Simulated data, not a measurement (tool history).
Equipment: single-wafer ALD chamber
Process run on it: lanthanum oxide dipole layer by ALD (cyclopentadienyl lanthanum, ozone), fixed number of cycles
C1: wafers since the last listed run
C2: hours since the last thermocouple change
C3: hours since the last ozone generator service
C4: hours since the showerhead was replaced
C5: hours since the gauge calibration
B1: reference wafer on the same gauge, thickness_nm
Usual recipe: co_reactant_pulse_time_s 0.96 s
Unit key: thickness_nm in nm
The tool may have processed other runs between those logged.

{"run": 1, "hour": 0.0, "co_reactant_pulse_time_s": 0.83, "C1": 0, "C2": 2284.3, "C3": 91, "C4": 6263.4, "C5": 105.5, "B1": 0.58, "thickness_nm": 0.499}
{"run": 2, "hour": 48.4, "co_reactant_pulse_time_s": 0.83, "C1": 504, "C2": 2332.7, "C3": 139.4, "C4": 6311.8, "C5": 153.9, "B1": 0.579, "thickness_nm": 0.496}
{"run": 3, "hour": 84.9, "co_reactant_pulse_time_s": 0.96, "C1": 380, "C2": 2369.2, "C3": 175.9, "C4": 6348.3, "C5": 190.4, "B1": 0.579, "thickness_nm": 0.516}
{"run": 4, "hour": 133.5, "co_reactant_pulse_time_s": 0.96, "C1": 506, "C2": 2417.8, "C3": 224.5, "C4": 6396.9, "C5": 239, "B1": 0.579, "thickness_nm": 0.517}
{"run": 5, "hour": 166.6, "co_reactant_pulse_time_s": 0.96, "C1": 344, "C2": 2450.9, "C3": 257.6, "C4": 6430, "C5": 272.1, "B1": 0.58, "thickness_nm": 0.515}
{"run": 6, "hour": 200.0, "co_reactant_pulse_time_s": 0.96, "C1": 348, "C2": 2484.3, "C3": 291, "C4": 6463.4, "C5": 305.5, "B1": 0.579, "thickness_nm": 0.514}
{"run": 7, "hour": 238.1, "co_reactant_pulse_time_s": 0.96, "C1": 397, "C2": 2522.4, "C3": 329.1, "C4": 6501.5, "C5": 343.6, "B1": 0.578, "thickness_nm": 0.516}
{"run": 8, "hour": 262.8, "co_reactant_pulse_time_s": 0.86, "C1": 257, "C2": 2547.1, "C3": 353.8, "C4": 6526.2, "C5": 368.3, "B1": 0.58, "thickness_nm": 0.5}
{"run": 9, "hour": 331.1, "co_reactant_pulse_time_s": 1.09, "C1": 711, "C2": 2615.4, "C3": 422.1, "C4": 6594.5, "C5": 436.6, "B1": 0.579, "thickness_nm": 0.531}
{"run": 10, "hour": 366.8, "co_reactant_pulse_time_s": 1.24, "C1": 372, "C2": 2651.1, "C3": 457.8, "C4": 6630.2, "C5": 472.3, "B1": 0.579, "thickness_nm": 0.544}
{"run": 11, "hour": 423.7, "co_reactant_pulse_time_s": 1.24, "C1": 593, "C2": 2708, "C3": 514.7, "C4": 6687.1, "C5": 529.2, "B1": 0.579, "thickness_nm": 0.537}
{"run": 12, "hour": 490.0, "co_reactant_pulse_time_s": 1.24, "C1": 690, "C2": 2774.3, "C3": 581, "C4": 6753.4, "C5": 595.5, "B1": 0.579, "thickness_nm": 0.541}
{"run": 13, "hour": 558.9, "co_reactant_pulse_time_s": 0.85, "C1": 718, "C2": 2843.2, "C3": 649.9, "C4": 6822.3, "C5": 664.4, "B1": 0.578, "thickness_nm": 0.494}
{"hour": 570.6, "done": "ozone generator serviced"}
{"run": 14, "hour": 590.2, "co_reactant_pulse_time_s": 0.85, "C1": 242, "C2": 2874.5, "C3": 19.6, "C4": 6853.6, "C5": 695.7, "B1": 0.579, "thickness_nm": 0.483}
{"hour": 624.9, "done": "gauge calibrated"}
{"run": 15, "hour": 653.4, "co_reactant_pulse_time_s": 0.96, "C1": 658, "C2": 2937.7, "C3": 82.8, "C4": 6916.8, "C5": 28.5, "B1": 0.579, "thickness_nm": 0.504}
{"run": 16, "hour": 715.5, "co_reactant_pulse_time_s": 1.27, "C1": 647, "C2": 2999.8, "C3": 144.9, "C4": 6978.9, "C5": 90.6, "B1": 0.579, "thickness_nm": 0.537}
{"run": 17, "hour": 766.1, "co_reactant_pulse_time_s": 0.96, "C1": 527, "C2": 3050.4, "C3": 195.5, "C4": 7029.5, "C5": 141.2, "B1": 0.58, "thickness_nm": 0.494}
{"hour": 838.4, "done": "thermocouple changed; heater temperature recalibrated"}
{"run": 18, "hour": 838.9, "co_reactant_pulse_time_s": 1.13, "C1": 675, "C2": 0.5, "C3": 268.3, "C4": 7102.3, "C5": 214, "B1": 0.579, "thickness_nm": 0.516}
{"hour": 867.2, "done": "ozone generator serviced, repeated, since the last time left the tool worse"}
{"run": 19, "hour": 889.2, "co_reactant_pulse_time_s": 0.59, "C1": 440, "C2": 50.8, "C3": 22, "C4": 7152.6, "C5": 264.3, "B1": 0.578, "thickness_nm": 0.452}
{"hour": 925.6, "done": "showerhead replaced"}
{"run": 20, "hour": 926.0, "co_reactant_pulse_time_s": 1.26, "C1": 300, "C2": 87.6, "C3": 58.8, "C4": 0.4, "C5": 301.1, "B1": 0.579, "thickness_nm": 0.544}
{"run": 21, "hour": 961.2, "co_reactant_pulse_time_s": 0.81, "C1": 366, "C2": 122.8, "C3": 94, "C4": 35.6, "C5": 336.3, "B1": 0.579, "thickness_nm": 0.491}
{"run": 22, "hour": 998.0, "co_reactant_pulse_time_s": 1.17, "C1": 383, "C2": 159.6, "C3": 130.8, "C4": 72.4, "C5": 373.1, "B1": 0.579, "thickness_nm": 0.545}
{"run": 23, "hour": 1055.1, "co_reactant_pulse_time_s": 0.63, "C1": 595, "C2": 216.7, "C3": 187.9, "C4": 129.5, "C5": 430.2, "B1": 0.578, "thickness_nm": 0.462}
{"run": 24, "hour": 1126.8, "co_reactant_pulse_time_s": 1.21, "C1": 747, "C2": 288.4, "C3": 259.6, "C4": 201.2, "C5": 501.9, "B1": 0.578, "thickness_nm": 0.545}
{"run": 25, "hour": 1171.2, "co_reactant_pulse_time_s": 0.62, "C1": 462, "C2": 332.8, "C3": 304, "C4": 245.6, "C5": 546.3, "B1": 0.578, "thickness_nm": 0.455}
{"run": 26, "hour": 1200.0, "co_reactant_pulse_time_s": 1.28, "C1": 300, "C2": 361.6, "C3": 332.8, "C4": 274.4, "C5": 575.1, "B1": 0.578, "thickness_nm": 0.552}
{"run": 27, "hour": 1247.6, "co_reactant_pulse_time_s": 1.23, "C1": 496, "C2": 409.2, "C3": 380.4, "C4": 322, "C5": 622.7, "B1": 0.58, "thickness_nm": 0.549}
{"run": 28, "hour": 1272.3, "co_reactant_pulse_time_s": 0.69, "C1": 257, "C2": 433.9, "C3": 405.1, "C4": 346.7, "C5": 647.4, "B1": 0.579, "thickness_nm": 0.471}
{"run": 29, "hour": 1328.9, "co_reactant_pulse_time_s": 0.96, "C1": 589, "C2": 490.5, "C3": 461.7, "C4": 403.3, "C5": 704, "B1": 0.578, "thickness_nm": 0.512}

Here are 5 independent what-if runs from the current tool condition. What would each one return?
{"run": "A", "hour": 1329.3, "co_reactant_pulse_time_s": 0.65, "C1": 4, "C2": 490.9, "C3": 462.1, "C4": 403.7, "C5": 704.4, "B1": "?", "thickness_nm": "?"}
{"run": "B", "hour": 1329.3, "co_reactant_pulse_time_s": 1.15, "C1": 4, "C2": 490.9, "C3": 462.1, "C4": 403.7, "C5": 704.4, "B1": "?", "thickness_nm": "?"}
{"run": "C", "hour": 1329.3, "co_reactant_pulse_time_s": 1.19, "C1": 4, "C2": 490.9, "C3": 462.1, "C4": 403.7, "C5": 704.4, "B1": "?", "thickness_nm": "?"}
{"run": "D", "hour": 1329.3, "co_reactant_pulse_time_s": 0.67, "C1": 4, "C2": 490.9, "C3": 462.1, "C4": 403.7, "C5": 704.4, "B1": "?", "thickness_nm": "?"}
{"run": "E", "hour": 1329.3, "co_reactant_pulse_time_s": 0.75, "C1": 4, "C2": 490.9, "C3": 462.1, "C4": 403.7, "C5": 704.4, "B1": "?", "thickness_nm": "?"}

run=A B1=0.58 thickness_nm=0.461
run=B B1=0.58 thickness_nm=0.537
run=C B1=0.58 thickness_nm=0.541
run=D B1=0.58 thickness_nm=0.465
run=E B1=0.58 thickness_nm=0.481
Had the tool no hidden state, the same runs would have come out as:
run=A thickness_nm=0.466
run=B thickness_nm=0.541
run=C thickness_nm=0.545
run=D thickness_nm=0.471
run=E thickness_nm=0.486
